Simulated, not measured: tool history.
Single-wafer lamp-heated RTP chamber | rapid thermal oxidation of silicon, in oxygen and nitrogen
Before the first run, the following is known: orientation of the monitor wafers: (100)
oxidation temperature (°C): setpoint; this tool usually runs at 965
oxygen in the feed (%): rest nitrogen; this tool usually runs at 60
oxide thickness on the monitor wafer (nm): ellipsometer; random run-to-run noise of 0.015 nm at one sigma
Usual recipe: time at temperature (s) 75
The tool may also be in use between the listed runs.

run    hour  oxidation temperature (°C)  time at temperature (s)  oxygen in the feed (%)  wafers since the last listed run  wafers since the last pyrometer calibration  hours since the oxygen flow controller was replaced  hours since the gauge calibration  read-back reference wafer on the same gauge, thickness  oxide thickness on the monitor wafer (nm)
  1       0                         943                       75                      60                                 0                                          655                                                 3492                              392.8                                                   3.552                                      3.537
  2      57                         943                       75                      60                               432                                         1087                                                 3549                              449.8                                                   3.559                                      3.585
  3   113.2                         943                       75                      60                               426                                         1513                                               3605.2                                506                                                   3.561                                      3.597
  4   178.6                         965                       75                      60                               495                                         2009                                               3670.6                              571.4                                                   3.564                                      4.152
  5   248.2                         965                       75                      60                               527                                         2536                                               3740.2                                641                                                    3.57                                      4.139
  6   317.2                         965                       75                      60                               523                                         3059                                               3809.2                                710                                                   3.582                                       4.15
  7   362.3                         965                       46                      68                               341                                         3401                                               3854.3                              755.1                                                   3.583                                      3.569
  8   398.6                         965                       46                      68                               275                                         3676                                               3890.6                              791.4                                                   3.585                                      3.578
  9   467.3                         965                       75                      60                               520                                         4197                                               3959.3                              860.1                                                   3.595                                      4.174
 10   501.1                         965                       75                      60                               256                                         4453                                               3993.1                              893.9                                                   3.594                                      4.183
 11   537.8                         965                       75                      60                               278                                         4732                                               4029.8                              930.6                                                   3.602                                      4.198
 12   607.9                         965                       75                      60                               531                                         5263                                               4099.9                             1000.7                                                   3.617                                        4.2
 13   659.3                         965                       94                      60                               389                                         5653                                               4151.3                             1052.1                                                   3.619                                      4.598
      699.7  -- pyrometer window cleaned and pyrometer calibrated
 14   700.2                         965                       94                      60                               249                                            3                                               4192.2                               1093                                                   3.625                                      4.618
 15     720                         965                       94                      60                               150                                          153                                                 4212                             1112.8                                                    3.63                                      4.632
 16   769.9                         965                       75                      60                               378                                          532                                               4261.9                             1162.7                                                   3.637                                      4.218
 17   829.7                         965                       61                      70                               453                                          985                                               4321.7                             1222.5                                                   3.648                                      4.102
 18   900.9                         965                       75                      60                               539                                         1525                                               4392.9                             1293.7                                                    3.66                                      4.275
 19   941.8                         965                      112                      60                               310                                         1835                                               4433.8                             1334.6                                                   3.667                                      5.049
 20   985.2                         936                       40                      60                               329                                         2164                                               4477.2                               1378                                                   3.676                                      2.868
 21  1023.9                         942                       75                      60                               293                                         2457                                               4515.9                             1416.7                                                   3.684                                      3.703
 22  1050.4                         965                       64                      69                               200                                         2658                                               4542.4                             1443.2                                                   3.692                                      4.195
       1056  -- gauge calibrated
 23  1100.8                         935                       75                      49                               382                                         3040                                               4592.8                               44.8                                                   3.531                                      3.211
 24  1154.4                         965                       75                      60                               406                                         3446                                               4646.4                               98.4                                                    3.53                                      4.105
 25  1183.2                         965                       64                      69                               218                                         3665                                               4675.2                              127.2                                                   3.533                                       4.04
 26  1247.3                         985                       94                      33                               485                                         4151                                               4739.3                              191.3                                                   3.533                                      4.288
 27  1293.3                         965                       75                      60                               348                                         4499                                               4785.3                              237.3                                                   3.536                                      4.111
 28  1364.4                         979                       40                      42                               538                                         5038                                               4856.4                              308.4                                                   3.539                                      3.192
     1405.8  -- oxygen flow controller replaced
 29  1535.8                         938                       75                      60                              1238                                         6277                                                  130                              479.8                                                   3.548                                      3.445
 30  1587.2                         939                       75                      60                               389                                         6667                                                181.4                              531.2                                                   3.552                                      3.482
 31  1616.8                         965                       75                      43                               224                                         6891                                                  211                              560.8                                                   3.555                                      3.725
     1677.1  -- pyrometer window cleaned and pyrometer calibrated
 32  1784.6                         941                       75                      41                              1211                                          815                                                378.8                              728.6                                                   3.571                                      3.196

Pick out some run-to-run changes in oxide thickness on the monitor wafer (nm). Of each, how much would a tool without hidden state show as well, from the settings, what came in and chance, and how much is left for the hidden state and any gauge scatter not in both results compared?
Unlogged tool condition in this case: true wafer temperature minus pyrometer reading, K; deviation of the oxygen flow from its setpoint, %; gauge reads high (%).
Run 19 -> 20: oxidation temperature (°C) 965 -> 936, time at temperature (s) 112 -> 40. oxide thickness on the monitor wafer (nm) -2.181: hidden state -0.071, all else -2.11.
Run 20 -> 21: oxidation temperature (°C) 936 -> 942, time at temperature (s) 40 -> 75. oxide thickness on the monitor wafer (nm) +0.835: hidden state +0.039, all else +0.796.
Run 22 -> 23: oxidation temperature (°C) 965 -> 935, time at temperature (s) 64 -> 75, oxygen in the feed (%) 69 -> 49, gauge calibrated. oxide thickness on the monitor wafer (nm) -0.984: hidden state -0.177, all else -0.807.
Run 27 -> 28: oxidation temperature (°C) 965 -> 979, time at temperature (s) 75 -> 40, oxygen in the feed (%) 60 -> 42. oxide thickness on the monitor wafer (nm) -0.919: hidden state +0.003, all else -0.922.
